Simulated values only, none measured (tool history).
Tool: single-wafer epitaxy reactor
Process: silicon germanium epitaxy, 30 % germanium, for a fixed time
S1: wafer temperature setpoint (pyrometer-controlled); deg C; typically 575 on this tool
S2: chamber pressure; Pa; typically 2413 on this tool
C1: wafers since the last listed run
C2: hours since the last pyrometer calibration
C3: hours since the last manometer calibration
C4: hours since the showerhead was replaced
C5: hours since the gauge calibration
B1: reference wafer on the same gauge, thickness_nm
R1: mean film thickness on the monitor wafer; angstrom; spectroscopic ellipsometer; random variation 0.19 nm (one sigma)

Run 1, hour 0: usual settings; C1 0; C2 1624.3; C3 1060.6; C4 3251.6; C5 724.6; B1 36.831. Result: R1 359.84 angstrom.
Run 2, hour 61.4: usual settings; C1 737; C2 1685.7; C3 1122; C4 3313; C5 786; B1 36.849. Result: R1 357.99 angstrom.
At hour 108.1: gauge calibrated.
Run 3, hour 123.6: usual settings but S1 582 deg C; C1 747; C2 1747.9; C3 1184.2; C4 3375.2; C5 15.5; B1 36.763. Result: R1 405.76 angstrom.
Run 4, hour 184.1: usual settings but S2 2240 Pa; C1 726; C2 1808.4; C3 1244.7; C4 3435.7; C5 76; B1 36.831. Result: R1 342.81 angstrom.
Run 5, hour 216: usual settings but S2 2240 Pa; C1 383; C2 1840.3; C3 1276.6; C4 3467.6; C5 107.9; B1 36.777. Result: R1 344.46 angstrom.
Run 6, hour 361.7: usual settings but S2 2240 Pa; C1 1749; C2 1986; C3 1422.3; C4 3613.3; C5 253.6; B1 36.796. Result: R1 338.03 angstrom.
Run 7, hour 537.3: usual settings but S2 1947 Pa; C1 2108; C2 2161.6; C3 1597.9; C4 3788.9; C5 429.2; B1 36.816. Result: R1 313.52 angstrom.
Run 8, hour 570: usual settings but S2 1947 Pa; C1 392; C2 2194.3; C3 1630.6; C4 3821.6; C5 461.9; B1 36.762. Result: R1 316.88 angstrom.
Run 9, hour 637.7: usual settings but S2 1947 Pa; C1 813; C2 2262; C3 1698.3; C4 3889.3; C5 529.6; B1 36.776. Result: R1 314.27 angstrom.
Run 10, hour 666.8: usual settings; C1 349; C2 2291.1; C3 1727.4; C4 3918.4; C5 558.7; B1 36.773. Result: R1 346.47 angstrom.
At hour 726.5: showerhead replaced.
Run 11, hour 728.4: usual settings; C1 643; C2 2352.7; C3 1789; C4 1.9; C5 620.3; B1 36.768. Result: R1 344.04 angstrom.
Run 12, hour 792.9: usual settings; C1 774; C2 2417.2; C3 1853.5; C4 66.4; C5 684.8; B1 36.757. Result: R1 347.81 angstrom.
Run 13, hour 835.8: usual settings; C1 515; C2 2460.1; C3 1896.4; C4 109.3; C5 727.7; B1 36.822. Result: R1 342.72 angstrom.
At hour 851.3: capacitance manometer re-zeroed and calibrated.
Run 14, hour 879.8: usual settings; C1 432; C2 2504.1; C3 28.5; C4 153.3; C5 771.7; B1 36.811. Result: R1 344 angstrom.
Run 15, hour 939.7: usual settings; C1 719; C2 2564; C3 88.4; C4 213.2; C5 831.6; B1 36.84. Result: R1 340.7 angstrom.
At hour 965.1: pyrometer calibrated.
Run 16, hour 983.4: usual settings but S2 1853 Pa; C1 428; C2 18.3; C3 132.1; C4 256.9; C5 875.3; B1 36.775. Result: R1 316.24 angstrom.
Run 17, hour 1053.2: usual settings but S1 560 deg C; C1 838; C2 88.1; C3 201.9; C4 326.7; C5 945.1; B1 36.805. Result: R1 271.03 angstrom.
Run 18, hour 1100.9: usual settings; C1 572; C2 135.8; C3 249.6; C4 374.4; C5 992.8; B1 36.759. Result: R1 359.72 angstrom.
At hour 1106.6: gauge calibrated.
Run 19, hour 1200.8: usual settings but S2 2093 Pa; C1 1199; C2 235.7; C3 349.5; C4 474.3; C5 94.2; B1 36.776. Result: R1 343.49 angstrom.
Run 20, hour 1235.6: usual settings; C1 417; C2 270.5; C3 384.3; C4 509.1; C5 129; B1 36.756. Result: R1 363.28 angstrom.
Run 21, hour 1275.2: usual settings; C1 475; C2 310.1; C3 423.9; C4 548.7; C5 168.6; B1 36.777. Result: R1 363.49 angstrom.
Run 22, hour 1306.2: usual settings but S1 566 deg C, S2 2173 Pa; C1 372; C2 341.1; C3 454.9; C4 579.7; C5 199.6; B1 36.737. Result: R1 291.55 angstrom.
Run 23, hour 1330.7: usual settings but S1 582 deg C, S2 2080 Pa; C1 294; C2 365.6; C3 479.4; C4 604.2; C5 224.1; B1 36.812. Result: R1 387.13 angstrom.
Run 24, hour 1392.7: usual settings but S1 587 deg C, S2 2026 Pa; C1 744; C2 427.6; C3 541.4; C4 666.2; C5 286.1; B1 36.794. Result: R1 416.93 angstrom.
Run 25, hour 1434.3: usual settings but S1 580 deg C, S2 2120 Pa; C1 499; C2 469.2; C3 583; C4 707.8; C5 327.7; B1 36.819. Result: R1 374.98 angstrom.
Run 26, hour 1470.2: usual settings but S1 568 deg C, S2 2613 Pa; C1 431; C2 505.1; C3 618.9; C4 743.7; C5 363.6; B1 36.848. Result: R1 329.97 angstrom.
Run 27, hour 1530.4: usual settings; C1 723; C2 565.3; C3 679.1; C4 803.9; C5 423.8; B1 36.773. Result: R1 362.86 angstrom.
Run 28, hour 1558.9: usual settings but S1 561 deg C, S2 2666 Pa; C1 342; C2 593.8; C3 707.6; C4 832.4; C5 452.3; B1 36.792. Result: R1 293.35 angstrom.

Results for each run, recomputed without the tool's hidden state and with each run's random variation untouched:
Hidden conditions of the tool in this case: wafer temperature above the value expected at the setpoint (K); true pressure above the setpoint (%); gauge reads high (%).
run      R1
  1  370.16
  2  369.12
  3  419.18
  4  355.21
  5  357.41
  6     353
  7  330.16
  8  334.25
  9  332.65
 10   367.3
 11  365.94
 12  371.26
 13  366.71
 14  369.02
 15  366.76
 16  319.51
 17  273.95
 18  363.51
 19  347.26
 20  367.35
 21  367.65
 22  295.03
 23  391.66
 24  421.98
 25  379.76
 26  334.43
 27  367.96
 28  297.73

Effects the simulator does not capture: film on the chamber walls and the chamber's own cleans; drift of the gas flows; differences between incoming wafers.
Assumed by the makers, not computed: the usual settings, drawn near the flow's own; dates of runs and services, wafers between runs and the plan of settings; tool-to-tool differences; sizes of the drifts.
